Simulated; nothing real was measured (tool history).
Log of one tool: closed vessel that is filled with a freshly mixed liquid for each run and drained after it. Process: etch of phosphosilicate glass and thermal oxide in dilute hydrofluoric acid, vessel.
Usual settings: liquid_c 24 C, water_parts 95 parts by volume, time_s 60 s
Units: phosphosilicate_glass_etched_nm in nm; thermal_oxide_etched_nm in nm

run    day  liquid_c  water_parts  time_s  read-back film thickness of the phosphosilicate glass reference wafer, read on the same gauge (nm)  read-back film thickness of the thermal oxide reference wafer, read on the same gauge (nm)  phosphosilicate_glass_etched_nm  thermal_oxide_etched_nm
  1      0        24           95      70                                                                                               50.01                                                                                     139.994                            41.51                    3.375
  2  0.746        24           95      60                                                                                                  50                                                                                         140                            35.86                    2.896
  3  1.475        24           95      60                                                                                               49.99                                                                                     139.975                            35.64                    2.842
  4  2.179        24           95      60                                                                                               50.04                                                                                     139.997                            35.63                    2.908
  5  2.808        24           95      60                                                                                               50.01                                                                                         140                            35.61                    2.879
  6  3.346        24           95      60                                                                                               50.03                                                                                     140.011                            35.56                    2.872
  7  4.054        24           95      60                                                                                               49.96                                                                                     139.999                            35.57                    2.902
  8  4.658        24           95      60                                                                                                  50                                                                                     140.008                            35.39                    2.896
  9  5.067        24           95      60                                                                                               49.98                                                                                     140.004                            35.64                    2.848
 10  5.392        24           95      60                                                                                               49.99                                                                                     140.004                            35.52                    2.869
 11  5.817        24           50      30                                                                                               50.02                                                                                     140.009                            35.53                    2.856
     6.096  -- gauge calibrated
     6.292  -- thermometer replaced
 12  6.412      22.5           95      60                                                                                               50.02                                                                                     139.975                            37.08                    2.937
 13  7.021        24          125      40                                                                                               49.99                                                                                     140.012                            19.16                    1.548
     7.383  -- hydrofluoric acid flow meter replaced
 14  7.475        21           95      60                                                                                               50.01                                                                                     139.998                            34.57                    2.789

The next listed run, before its measurement:
 15  7.858        21           70      85                                                                                                   ?                                                                                           ?                                ?                        ?

Run 15 gave read-back film thickness of the phosphosilicate glass reference wafer, read on the same gauge (nm) 50, read-back film thickness of the thermal oxide reference wafer, read on the same gauge (nm) 139.999, phosphosilicate_glass_etched_nm 68.44 nm, thermal_oxide_etched_nm 5.511 nm.
Without the tool's hidden state the same run would have given phosphosilicate_glass_etched_nm 68.84 nm, thermal_oxide_etched_nm 5.544 nm.
